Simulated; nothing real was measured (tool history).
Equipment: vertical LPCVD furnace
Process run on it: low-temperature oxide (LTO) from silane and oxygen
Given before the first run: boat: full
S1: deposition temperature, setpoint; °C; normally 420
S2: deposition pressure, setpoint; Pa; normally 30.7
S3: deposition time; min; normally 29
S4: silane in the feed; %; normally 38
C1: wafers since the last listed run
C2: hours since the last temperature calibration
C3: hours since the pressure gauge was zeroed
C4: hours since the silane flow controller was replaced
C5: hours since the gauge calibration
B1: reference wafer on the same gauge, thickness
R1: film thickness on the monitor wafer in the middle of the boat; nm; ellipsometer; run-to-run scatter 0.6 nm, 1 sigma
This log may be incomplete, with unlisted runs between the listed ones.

run   hour   S1    S2    S3  S4   C1      C2      C3      C4     C5      B1      R1
  1      0  420  30.7    29  38    0  2105.4  1860.9  5216.1   43.3  293.89  317.76
  2   11.9  420  30.7    29  38  120  2117.3  1872.8    5228   55.2  293.89  319.46
  3   20.1  420  30.7    29  38   82  2125.5    1881  5236.2   63.4  294.07  318.09
  4   58.5  420  30.7    29  38  387  2163.9  1919.4  5274.6  101.8  293.96  318.82
  5   74.9  420  30.7    29  38  165  2180.3  1935.8    5291  118.2  293.96  319.27
  6   92.8  420  30.7    29  38  180  2198.2  1953.7  5308.9  136.1  294.18  317.93
  7  106.8  420  30.7    29  38  141  2212.2  1967.7  5322.9  150.1  294.13  318.67
  8  116.6  420  30.7    29  38   98    2222  1977.5  5332.7  159.9  293.93   319.7
  9  128.3  420    36    29  40  118  2233.7  1989.2  5344.4  171.6  293.94  397.43
 10  137.5  420    36    29  40   92  2242.9  1998.4  5353.6  180.8  294.18  397.41
 11  143.7  420    36    29  40   62  2249.1  2004.6  5359.8    187  293.94  396.38
     153.7  -- gauge calibrated
     195.6  -- thermocouples replaced and temperature profile calibrated
 12  196.1  420    34    29  38  286     0.5    2057  5412.2   42.4  293.93  361.26
 13  200.1  428  35.3    29  38   40     4.5    2061  5416.2   46.4  294.05  406.41
 14    204  420  30.7    29  38    5     8.4  2064.9  5420.1   50.3  294.07  326.58
     224.6  -- silane flow controller replaced
 15  225.1  412  35.3    37  35    4    29.5    2086     0.5   71.4  294.17  398.41
 16  229.1  420  30.7    29  38   40    33.5    2090     4.5   75.4  293.97  327.02
 17    233  420  25.3  35.5  41   39    37.4  2093.9     8.4   79.3  293.95  360.38
     257.1  -- thermocouples replaced and temperature profile calibrated, repeated, since the last time left the tool worse
     261.2  -- pressure gauge zeroed
 18  261.7  420  27.3    29  38    6     4.6     0.5    37.1    108  294.01  277.33
 19  265.7  413    36  36.5  38   40     8.6     4.5    41.1    112     294  425.99

Predict the results of run 20:
 20  273.4  413  30.7  29  43  77  16.3  12.2  48.8  119.7   ?   ?

Run 20 gave B1 293.81, R1 331.2 nm.
Minus the tool's unlogged condition, the same run would have read R1 330.75 nm.
